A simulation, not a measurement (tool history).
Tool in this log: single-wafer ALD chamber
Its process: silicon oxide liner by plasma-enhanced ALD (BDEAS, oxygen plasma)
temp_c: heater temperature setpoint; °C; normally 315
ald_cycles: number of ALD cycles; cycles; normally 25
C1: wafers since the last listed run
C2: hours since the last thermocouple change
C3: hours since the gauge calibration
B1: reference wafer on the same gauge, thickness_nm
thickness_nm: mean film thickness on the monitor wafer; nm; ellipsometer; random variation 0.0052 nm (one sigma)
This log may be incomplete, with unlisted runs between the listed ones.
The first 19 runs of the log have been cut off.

{"run": 20, "hour": 404.0, "temp_c": 315, "ald_cycles": 25, "C1": 121, "C2": 103.6, "C3": 416.6, "B1": 1.82, "thickness_nm": 2.062}
{"run": 21, "hour": 439.8, "temp_c": 311, "ald_cycles": 28, "C1": 308, "C2": 139.4, "C3": 452.4, "B1": 1.82, "thickness_nm": 2.323}
{"run": 22, "hour": 460.1, "temp_c": 304, "ald_cycles": 25, "C1": 175, "C2": 159.7, "C3": 472.7, "B1": 1.823, "thickness_nm": 2.106}
{"run": 23, "hour": 480.8, "temp_c": 306, "ald_cycles": 22, "C1": 178, "C2": 180.4, "C3": 493.4, "B1": 1.819, "thickness_nm": 1.84}
{"hour": 482.8, "done": "gauge calibrated"}
{"run": 24, "hour": 511.7, "temp_c": 315, "ald_cycles": 25, "C1": 266, "C2": 211.3, "C3": 28.9, "B1": 1.819, "thickness_nm": 2.071}
{"run": 25, "hour": 528.6, "temp_c": 326, "ald_cycles": 29, "C1": 145, "C2": 228.2, "C3": 45.8, "B1": 1.818, "thickness_nm": 2.354}
{"run": 26, "hour": 552.3, "temp_c": 321, "ald_cycles": 28, "C1": 204, "C2": 251.9, "C3": 69.5, "B1": 1.822, "thickness_nm": 2.297}
{"run": 27, "hour": 606.7, "temp_c": 315, "ald_cycles": 27, "C1": 469, "C2": 306.3, "C3": 123.9, "B1": 1.821, "thickness_nm": 2.244}
{"run": 28, "hour": 639.3, "temp_c": 329, "ald_cycles": 25, "C1": 281, "C2": 338.9, "C3": 156.5, "B1": 1.818, "thickness_nm": 2.017}
{"run": 29, "hour": 656.5, "temp_c": 302, "ald_cycles": 27, "C1": 148, "C2": 356.1, "C3": 173.7, "B1": 1.823, "thickness_nm": 2.29}
{"run": 30, "hour": 683.0, "temp_c": 307, "ald_cycles": 27, "C1": 228, "C2": 382.6, "C3": 200.2, "B1": 1.821, "thickness_nm": 2.258}
{"run": 31, "hour": 710.3, "temp_c": 315, "ald_cycles": 25, "C1": 235, "C2": 409.9, "C3": 227.5, "B1": 1.82, "thickness_nm": 2.064}

Alternative continuations, all from the tool just after run 31; predict every row:
{"run": "A", "hour": 710.7, "temp_c": 311, "ald_cycles": 25, "C1": 3, "C2": 410.3, "C3": 227.9, "B1": "?", "thickness_nm": "?"}
{"run": "B", "hour": 710.7, "temp_c": 324, "ald_cycles": 28, "C1": 3, "C2": 410.3, "C3": 227.9, "B1": "?", "thickness_nm": "?"}
{"run": "C", "hour": 710.7, "temp_c": 306, "ald_cycles": 23, "C1": 3, "C2": 410.3, "C3": 227.9, "B1": "?", "thickness_nm": "?"}
{"run": "D", "hour": 710.7, "temp_c": 301, "ald_cycles": 23, "C1": 3, "C2": 410.3, "C3": 227.9, "B1": "?", "thickness_nm": "?"}
{"run": "E", "hour": 710.7, "temp_c": 306, "ald_cycles": 29, "C1": 3, "C2": 410.3, "C3": 227.9, "B1": "?", "thickness_nm": "?"}

run=A B1=1.823 thickness_nm=2.073
run=B B1=1.823 thickness_nm=2.273
run=C B1=1.823 thickness_nm=1.922
run=D B1=1.823 thickness_nm=1.942
run=E B1=1.823 thickness_nm=2.424
What these runs would have given with no unlogged condition in the tool:
run=A thickness_nm=2.073
run=B thickness_nm=2.273
run=C thickness_nm=1.922
run=D thickness_nm=1.942
run=E thickness_nm=2.424
